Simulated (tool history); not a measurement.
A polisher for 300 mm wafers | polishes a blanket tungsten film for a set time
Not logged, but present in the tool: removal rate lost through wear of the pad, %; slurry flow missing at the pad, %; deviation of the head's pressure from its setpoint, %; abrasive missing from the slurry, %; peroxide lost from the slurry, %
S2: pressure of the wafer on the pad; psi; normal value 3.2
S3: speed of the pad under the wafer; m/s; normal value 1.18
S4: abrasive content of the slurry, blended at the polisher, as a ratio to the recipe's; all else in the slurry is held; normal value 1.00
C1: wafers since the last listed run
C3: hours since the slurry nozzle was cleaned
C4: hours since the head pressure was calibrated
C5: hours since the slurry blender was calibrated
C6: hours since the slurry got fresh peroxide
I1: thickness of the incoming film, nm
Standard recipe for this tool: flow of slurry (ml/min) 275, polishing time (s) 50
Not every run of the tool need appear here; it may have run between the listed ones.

{"run": 1, "hour": 0.0, "flow of slurry (ml/min)": 275, "S2": 3.2, "S3": 1.18, "S4": 1.0, "polishing time (s)": 50, "C1": 0, "wafers polished on this pad": 1722, "C3": 36.1, "C4": 169.6, "C5": 107.7, "C6": 151.2, "I1": 1429.3, "film removed (Å)": 2551}
{"run": 2, "hour": 16.3, "flow of slurry (ml/min)": 275, "S2": 3.2, "S3": 1.18, "S4": 1.0, "polishing time (s)": 50, "C1": 190, "wafers polished on this pad": 1912, "C3": 52.4, "C4": 185.9, "C5": 124.0, "C6": 167.5, "I1": 1438.4, "film removed (Å)": 2550}
{"hour": 18.7, "done": "slurry tank refilled with fresh slurry and peroxide"}
{"run": 3, "hour": 29.3, "flow of slurry (ml/min)": 275, "S2": 3.2, "S3": 1.18, "S4": 1.0, "polishing time (s)": 50, "C1": 140, "wafers polished on this pad": 2053, "C3": 65.4, "C4": 198.9, "C5": 137.0, "C6": 10.6, "I1": 1424.0, "film removed (Å)": 2559}
{"hour": 37.5, "done": "worn pad replaced by a new one"}
{"run": 4, "hour": 43.0, "flow of slurry (ml/min)": 275, "S2": 3.2, "S3": 1.18, "S4": 1.0, "polishing time (s)": 44, "C1": 113, "wafers polished on this pad": 64, "C3": 79.1, "C4": 212.6, "C5": 150.7, "C6": 24.3, "I1": 1411.9, "film removed (Å)": 2284}
{"run": 5, "hour": 78.7, "flow of slurry (ml/min)": 275, "S2": 3.2, "S3": 1.18, "S4": 1.0, "polishing time (s)": 44, "C1": 417, "wafers polished on this pad": 481, "C3": 114.8, "C4": 248.3, "C5": 186.4, "C6": 60.0, "I1": 1419.6, "film removed (Å)": 2251}
{"run": 6, "hour": 94.9, "flow of slurry (ml/min)": 275, "S2": 3.2, "S3": 1.18, "S4": 1.0, "polishing time (s)": 44, "C1": 189, "wafers polished on this pad": 671, "C3": 131.0, "C4": 264.5, "C5": 202.6, "C6": 76.2, "I1": 1412.0, "film removed (Å)": 2250}
{"hour": 110.7, "done": "slurry blender recalibrated"}
{"run": 7, "hour": 111.3, "flow of slurry (ml/min)": 275, "S2": 3.2, "S3": 1.18, "S4": 1.1, "polishing time (s)": 50, "C1": 168, "wafers polished on this pad": 840, "C3": 147.4, "C4": 280.9, "C5": 0.6, "C6": 92.6, "I1": 1429.8, "film removed (Å)": 2665}
{"run": 8, "hour": 184.2, "flow of slurry (ml/min)": 195, "S2": 3.2, "S3": 1.18, "S4": 0.9, "polishing time (s)": 37, "C1": 853, "wafers polished on this pad": 1693, "C3": 220.3, "C4": 353.8, "C5": 73.5, "C6": 165.5, "I1": 1453.3, "film removed (Å)": 1745}
{"hour": 204.4, "done": "slurry tank refilled with fresh slurry and peroxide"}
{"run": 9, "hour": 204.9, "flow of slurry (ml/min)": 275, "S2": 2.6, "S3": 1.48, "S4": 1.0, "polishing time (s)": 50, "C1": 230, "wafers polished on this pad": 1923, "C3": 241.0, "C4": 374.5, "C5": 94.2, "C6": 0.5, "I1": 1414.2, "film removed (Å)": 2723}
{"hour": 218.6, "done": "worn pad replaced by a new one"}
{"run": 10, "hour": 238.1, "flow of slurry (ml/min)": 275, "S2": 3.2, "S3": 1.18, "S4": 1.0, "polishing time (s)": 64, "C1": 341, "wafers polished on this pad": 227, "C3": 274.2, "C4": 407.7, "C5": 127.4, "C6": 33.7, "I1": 1426.4, "film removed (Å)": 3329}
{"run": 11, "hour": 253.8, "flow of slurry (ml/min)": 315, "S2": 3.2, "S3": 0.96, "S4": 1.25, "polishing time (s)": 59, "C1": 183, "wafers polished on this pad": 411, "C3": 289.9, "C4": 423.4, "C5": 143.1, "C6": 49.4, "I1": 1438.3, "film removed (Å)": 2885}
{"hour": 282.3, "done": "slurry blender recalibrated"}
{"hour": 285.5, "done": "head pressure recalibrated"}
{"run": 12, "hour": 287.5, "flow of slurry (ml/min)": 215, "S2": 3.2, "S3": 1.18, "S4": 1.0, "polishing time (s)": 50, "C1": 347, "wafers polished on this pad": 759, "C3": 323.6, "C4": 2.0, "C5": 5.2, "C6": 83.1, "I1": 1440.7, "film removed (Å)": 2375}
{"run": 13, "hour": 307.2, "flow of slurry (ml/min)": 275, "S2": 3.2, "S3": 1.18, "S4": 0.8, "polishing time (s)": 35, "C1": 230, "wafers polished on this pad": 989, "C3": 343.3, "C4": 21.7, "C5": 24.9, "C6": 102.8, "I1": 1426.4, "film removed (Å)": 1623}
{"run": 14, "hour": 324.2, "flow of slurry (ml/min)": 235, "S2": 4.1, "S3": 0.92, "S4": 1.0, "polishing time (s)": 50, "C1": 198, "wafers polished on this pad": 1188, "C3": 360.3, "C4": 38.7, "C5": 41.9, "C6": 119.8, "I1": 1399.9, "film removed (Å)": 2454}
{"run": 15, "hour": 357.1, "flow of slurry (ml/min)": 275, "S2": 3.2, "S3": 1.18, "S4": 1.0, "polishing time (s)": 50, "C1": 385, "wafers polished on this pad": 1573, "C3": 393.2, "C4": 71.6, "C5": 74.8, "C6": 152.7, "I1": 1431.0, "film removed (Å)": 2565}
{"run": 16, "hour": 378.8, "flow of slurry (ml/min)": 245, "S2": 3.2, "S3": 1.18, "S4": 1.25, "polishing time (s)": 50, "C1": 253, "wafers polished on this pad": 1827, "C3": 414.9, "C4": 93.3, "C5": 96.5, "C6": 174.4, "I1": 1434.6, "film removed (Å)": 2709}
{"hour": 385.6, "done": "worn pad replaced by a new one"}
{"hour": 391.6, "done": "slurry tank refilled with fresh slurry and peroxide"}
{"run": 17, "hour": 413.7, "flow of slurry (ml/min)": 185, "S2": 3.2, "S3": 1.56, "S4": 1.0, "polishing time (s)": 50, "C1": 349, "wafers polished on this pad": 316, "C3": 449.8, "C4": 128.2, "C5": 131.4, "C6": 22.1, "I1": 1440.1, "film removed (Å)": 2924}
{"hour": 436.8, "done": "slurry nozzle cleaned"}
{"run": 18, "hour": 442.4, "flow of slurry (ml/min)": 275, "S2": 4.2, "S3": 1.18, "S4": 1.0, "polishing time (s)": 50, "C1": 324, "wafers polished on this pad": 640, "C3": 5.6, "C4": 156.9, "C5": 160.1, "C6": 50.8, "I1": 1441.3, "film removed (Å)": 3235}
{"run": 19, "hour": 470.2, "flow of slurry (ml/min)": 275, "S2": 3.2, "S3": 1.18, "S4": 1.0, "polishing time (s)": 50, "C1": 325, "wafers polished on this pad": 966, "C3": 33.4, "C4": 184.7, "C5": 187.9, "C6": 78.6, "I1": 1441.5, "film removed (Å)": 2576}
{"run": 20, "hour": 489.0, "flow of slurry (ml/min)": 275, "S2": 3.2, "S3": 1.18, "S4": 1.0, "polishing time (s)": 50, "C1": 220, "wafers polished on this pad": 1186, "C3": 52.2, "C4": 203.5, "C5": 206.7, "C6": 97.4, "I1": 1429.7, "film removed (Å)": 2588}
{"hour": 492.5, "done": "slurry blender recalibrated"}
{"run": 21, "hour": 501.3, "flow of slurry (ml/min)": 275, "S2": 3.2, "S3": 1.18, "S4": 1.0, "polishing time (s)": 50, "C1": 120, "wafers polished on this pad": 1306, "C3": 64.5, "C4": 215.8, "C5": 8.8, "C6": 109.7, "I1": 1408.7, "film removed (Å)": 2618}
{"run": 22, "hour": 520.2, "flow of slurry (ml/min)": 275, "S2": 3.2, "S3": 1.18, "S4": 1.0, "polishing time (s)": 50, "C1": 221, "wafers polished on this pad": 1527, "C3": 83.4, "C4": 234.7, "C5": 27.7, "C6": 128.6, "I1": 1407.6, "film removed (Å)": 2613}
{"run": 23, "hour": 553.4, "flow of slurry (ml/min)": 275, "S2": 2.9, "S3": 0.98, "S4": 1.0, "polishing time (s)": 64, "C1": 388, "wafers polished on this pad": 1916, "C3": 116.6, "C4": 267.9, "C5": 60.9, "C6": 161.8, "I1": 1415.2, "film removed (Å)": 2726}
{"hour": 565.2, "done": "slurry tank refilled with fresh slurry and peroxide"}
{"run": 24, "hour": 582.7, "flow of slurry (ml/min)": 300, "S2": 4.2, "S3": 1.18, "S4": 1.0, "polishing time (s)": 55, "C1": 331, "wafers polished on this pad": 2247, "C3": 145.9, "C4": 297.2, "C5": 90.2, "C6": 17.5, "I1": 1413.0, "film removed (Å)": 3608}
{"hour": 593.9, "done": "worn pad replaced by a new one"}
{"run": 25, "hour": 608.6, "flow of slurry (ml/min)": 275, "S2": 3.2, "S3": 1.18, "S4": 0.8, "polishing time (s)": 50, "C1": 256, "wafers polished on this pad": 171, "C3": 171.8, "C4": 323.1, "C5": 116.1, "C6": 43.4, "I1": 1418.0, "film removed (Å)": 2461}

Selected run-to-run steps in film removed (Å), each split into two signed amounts: the part the tool would show with no hidden state at all (from settings, incoming material and random variation), and the remainder, which goes to the hidden state together with any gauge scatter not common to the measured and the hidden-state-free results:
Run 8 -> 9: flow of slurry (ml/min) 195 -> 275, S2 3.2 -> 2.6, S3 1.18 -> 1.48, S4 0.90 -> 1.00, polishing time (s) 37 -> 50, slurry tank refilled with fresh slurry and peroxide. film removed (Å) +978: hidden state +65, all else +913.
Run 11 -> 12: flow of slurry (ml/min) 315 -> 215, S3 0.96 -> 1.18, S4 1.25 -> 1.00, polishing time (s) 59 -> 50, slurry blender recalibrated, head pressure recalibrated. film removed (Å) -510: hidden state -164, all else -346.
Run 24 -> 25: flow of slurry (ml/min) 300 -> 275, S2 4.2 -> 3.2, S4 1.00 -> 0.80, polishing time (s) 55 -> 50, worn pad replaced by a new one. film removed (Å) -1147: hidden state -83, all else -1064.
